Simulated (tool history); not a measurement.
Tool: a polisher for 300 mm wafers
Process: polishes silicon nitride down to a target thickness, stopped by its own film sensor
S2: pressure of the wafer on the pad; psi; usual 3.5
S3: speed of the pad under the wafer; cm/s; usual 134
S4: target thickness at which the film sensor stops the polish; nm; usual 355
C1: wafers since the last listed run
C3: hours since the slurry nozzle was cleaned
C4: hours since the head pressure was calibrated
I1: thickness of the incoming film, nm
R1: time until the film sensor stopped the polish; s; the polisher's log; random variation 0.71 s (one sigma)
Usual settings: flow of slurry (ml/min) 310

{"run": 1, "hour": 0.0, "flow of slurry (ml/min)": 335, "S2": 3.5, "S3": 134, "S4": 355, "C1": 0, "wafers polished on this pad": 2103, "C3": 364, "C4": 314.9, "I1": 517.3, "R1": 89}
{"run": 2, "hour": 38.9, "flow of slurry (ml/min)": 335, "S2": 3.5, "S3": 134, "S4": 355, "C1": 461, "wafers polished on this pad": 2564, "C3": 402.9, "C4": 353.8, "I1": 518.5, "R1": 92.3}
{"hour": 46.7, "done": "worn pad replaced by a new one"}
{"hour": 47.5, "done": "slurry nozzle cleaned"}
{"run": 3, "hour": 89.8, "flow of slurry (ml/min)": 335, "S2": 3.5, "S3": 134, "S4": 355, "C1": 546, "wafers polished on this pad": 501, "C3": 42.3, "C4": 404.7, "I1": 508.3, "R1": 79.9}
{"run": 4, "hour": 155.5, "flow of slurry (ml/min)": 310, "S2": 3.5, "S3": 134, "S4": 355, "C1": 778, "wafers polished on this pad": 1279, "C3": 108, "C4": 470.4, "I1": 517.3, "R1": 85.6}
{"run": 5, "hour": 211.2, "flow of slurry (ml/min)": 310, "S2": 3.5, "S3": 134, "S4": 355, "C1": 660, "wafers polished on this pad": 1940, "C3": 163.7, "C4": 526.1, "I1": 521.4, "R1": 89.8}
{"run": 6, "hour": 263.2, "flow of slurry (ml/min)": 310, "S2": 3.5, "S3": 134, "S4": 355, "C1": 616, "wafers polished on this pad": 2556, "C3": 215.7, "C4": 578.1, "I1": 530, "R1": 95.8}
{"hour": 268.3, "done": "worn pad replaced by a new one"}
{"run": 7, "hour": 303.3, "flow of slurry (ml/min)": 310, "S2": 3.5, "S3": 134, "S4": 355, "C1": 427, "wafers polished on this pad": 414, "C3": 255.8, "C4": 618.2, "I1": 519.3, "R1": 88.4}
{"run": 8, "hour": 339.8, "flow of slurry (ml/min)": 310, "S2": 3.5, "S3": 134, "S4": 355, "C1": 432, "wafers polished on this pad": 847, "C3": 292.3, "C4": 654.7, "I1": 525.6, "R1": 92}
{"hour": 364.4, "done": "slurry nozzle cleaned"}
{"run": 9, "hour": 395.6, "flow of slurry (ml/min)": 310, "S2": 3.5, "S3": 134, "S4": 355, "C1": 649, "wafers polished on this pad": 1496, "C3": 31.2, "C4": 710.5, "I1": 515.6, "R1": 83}
{"hour": 404.4, "done": "head pressure recalibrated"}
{"run": 10, "hour": 449.1, "flow of slurry (ml/min)": 310, "S2": 3.5, "S3": 134, "S4": 355, "C1": 610, "wafers polished on this pad": 2107, "C3": 84.7, "C4": 44.7, "I1": 519.1, "R1": 86}
{"hour": 476.9, "done": "worn pad replaced by a new one"}
{"run": 11, "hour": 481.9, "flow of slurry (ml/min)": 310, "S2": 3.5, "S3": 134, "S4": 300, "C1": 341, "wafers polished on this pad": 59, "C3": 117.5, "C4": 77.5, "I1": 517.7, "R1": 115.5}
{"run": 12, "hour": 519.6, "flow of slurry (ml/min)": 350, "S2": 3.5, "S3": 134, "S4": 355, "C1": 446, "wafers polished on this pad": 506, "C3": 155.2, "C4": 115.2, "I1": 522.1, "R1": 89.5}
{"run": 13, "hour": 548.9, "flow of slurry (ml/min)": 310, "S2": 3.5, "S3": 134, "S4": 355, "C1": 347, "wafers polished on this pad": 853, "C3": 184.5, "C4": 144.5, "I1": 511.2, "R1": 83.6}

Run 14 comes next. What will it give?
{"run": 14, "hour": 610.1, "flow of slurry (ml/min)": 255, "S2": 3.5, "S3": 154, "S4": 355, "C1": 725, "wafers polished on this pad": 1578, "C3": 245.7, "C4": 205.7, "I1": 516.7, "R1": "?"}

{"run 14": {"R1": 82.2}}
Without the tool's hidden state the same run would have given R1 77.9 s.
